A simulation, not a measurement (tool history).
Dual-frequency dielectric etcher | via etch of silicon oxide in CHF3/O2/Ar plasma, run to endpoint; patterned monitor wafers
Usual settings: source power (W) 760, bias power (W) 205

| run | hour | source power (W) | bias power (W) | wafers since the last listed run | hours since the last wet clean | hours since the last source power generator calibration | hours since the last bias power generator calibration | hours since the last upper electrode change | incoming incoming film thickness, nm | endpoint time (s) |
|---|---|---|---|---|---|---|---|---|---|---|
| 1 | 0 | 760 | 182 | 0 | 264.9 | 4922.3 | 2513.9 | 4927.7 | 698.1 | 356.6 |
| 2 | 15.8 | 760 | 182 | 56 | 280.7 | 4938.1 | 2529.7 | 4943.5 | 703.5 | 359.6 |
| 3 | 26.6 | 760 | 182 | 38 | 291.5 | 4948.9 | 2540.5 | 4954.3 | 693.4 | 354.2 |
| 4 | 37.7 | 760 | 205 | 39 | 302.6 | 4960 | 2551.6 | 4965.4 | 694.9 | 342.8 |
| 5 | 51.7 | 760 | 205 | 50 | 316.6 | 4974 | 2565.6 | 4979.4 | 693.8 | 341.9 |
| 6 | 68.5 | 760 | 205 | 60 | 333.4 | 4990.8 | 2582.4 | 4996.2 | 697.6 | 343.3 |
| 7 | 78.6 | 760 | 205 | 36 | 343.5 | 5000.9 | 2592.5 | 5006.3 | 690.9 | 338.8 |
|  | 89.9 | bias power generator calibrated |
| 8 | 90.4 | 760 | 205 | 28 | 355.3 | 5012.7 | 0.5 | 5018.1 | 690.4 | 339.5 |
| 9 | 95 | 760 | 205 | 16 | 359.9 | 5017.3 | 5.1 | 5022.7 | 691.6 | 339.6 |
| 10 | 108.7 | 760 | 205 | 49 | 373.6 | 5031 | 18.8 | 5036.4 | 695.2 | 341.5 |
| 11 | 126.6 | 760 | 180 | 64 | 391.5 | 5048.9 | 36.7 | 5054.3 | 697.3 | 358.2 |
|  | 153.2 | wet clean of the chamber |
| 12 | 153.7 | 760 | 205 | 11 | 0.5 | 5076 | 63.8 | 5081.4 | 694.5 | 342.3 |
| 13 | 154.1 | 670 | 205 | 1 | 0.9 | 5076.4 | 64.2 | 5081.8 | 695.3 | 356.6 |
| 14 | 164.2 | 760 | 205 | 36 | 11 | 5086.5 | 74.3 | 5091.9 | 696 | 342.3 |
|  | 187.4 | source power generator calibrated |
|  | 188.4 | upper electrode replaced |
| 15 | 188.9 | 710 | 249 | 70 | 35.7 | 1.5 | 99 | 0.5 | 699.1 | 328.7 |
| 16 | 189.3 | 630 | 227 | 1 | 36.1 | 1.9 | 99.4 | 0.9 | 699.6 | 350.2 |

Forecast run 17:
| 17 | 199 | 760 | 218 | 34 | 45.8 | 11.6 | 109.1 | 10.6 | 691.2 | ? |

endpoint time (s): 331
Without the tool's hidden state the same run would have given endpoint time (s) 331.
